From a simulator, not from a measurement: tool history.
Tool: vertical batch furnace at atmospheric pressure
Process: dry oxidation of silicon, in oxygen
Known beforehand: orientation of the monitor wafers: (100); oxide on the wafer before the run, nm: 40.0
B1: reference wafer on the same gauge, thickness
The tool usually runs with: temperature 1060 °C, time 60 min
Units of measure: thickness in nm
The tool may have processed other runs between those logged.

{"run": 1, "hour": 0.0, "temperature": 1060, "time": 60, "B1": 110.99, "thickness": 110.82}
{"run": 2, "hour": 97.4, "temperature": 1060, "time": 60, "B1": 111.01, "thickness": 110.95}
{"run": 3, "hour": 201.3, "temperature": 1060, "time": 60, "B1": 110.98, "thickness": 110.39}
{"run": 4, "hour": 255.9, "temperature": 1060, "time": 60, "B1": 111.04, "thickness": 110.13}
{"run": 5, "hour": 328.2, "temperature": 1060, "time": 60, "B1": 111.02, "thickness": 110.29}
{"hour": 390.8, "done": "gauge calibrated"}
{"run": 6, "hour": 434.4, "temperature": 1060, "time": 60, "B1": 111.01, "thickness": 110.68}
{"hour": 475.2, "done": "thermocouples replaced and temperature profile calibrated"}
{"hour": 489.3, "done": "boat lift adjusted"}
{"run": 7, "hour": 507.4, "temperature": 1060, "time": 36.5, "B1": 111, "thickness": 86.69}
{"run": 8, "hour": 591.9, "temperature": 1035, "time": 37.5, "B1": 110.97, "thickness": 77.25}
{"run": 9, "hour": 654.6, "temperature": 1044, "time": 30.5, "B1": 111, "thickness": 74.45}
{"hour": 707.3, "done": "boat lift adjusted, repeated, since the last time left the tool worse"}
{"run": 10, "hour": 760.4, "temperature": 1060, "time": 60, "B1": 111.02, "thickness": 111.84}
{"run": 11, "hour": 798.2, "temperature": 1067, "time": 33.5, "B1": 111, "thickness": 89.01}
{"run": 12, "hour": 947.9, "temperature": 1039, "time": 33.5, "B1": 111.02, "thickness": 77.28}
{"run": 13, "hour": 985.3, "temperature": 1039, "time": 51.5, "B1": 110.98, "thickness": 92.32}
{"run": 14, "hour": 1035.3, "temperature": 1041, "time": 41, "B1": 111.05, "thickness": 84.63}

Consider 5 possible next runs. They are alternatives, not a sequence: every one starts from the tool as it was left by run 14. What does each give?
{"run": "A", "hour": 1039.5, "temperature": 1060, "time": 60, "B1": "?", "thickness": "?"}
{"run": "B", "hour": 1039.5, "temperature": 1080, "time": 38.5, "B1": "?", "thickness": "?"}
{"run": "C", "hour": 1039.5, "temperature": 1078, "time": 38, "B1": "?", "thickness": "?"}
{"run": "D", "hour": 1039.5, "temperature": 1067, "time": 42.5, "B1": "?", "thickness": "?"}
{"run": "E", "hour": 1039.5, "temperature": 1035, "time": 77.5, "B1": "?", "thickness": "?"}

run=A B1=110.98 thickness=111.6
run=B B1=110.98 thickness=101.18
run=C B1=110.98 thickness=99.47
run=D B1=110.98 thickness=98.52
run=E B1=110.98 thickness=109.02
Stripped of hidden state, with their random variation kept, the same runs would have yielded:
run=A thickness=111.64
run=B thickness=101.22
run=C thickness=99.51
run=D thickness=98.56
run=E thickness=109.07
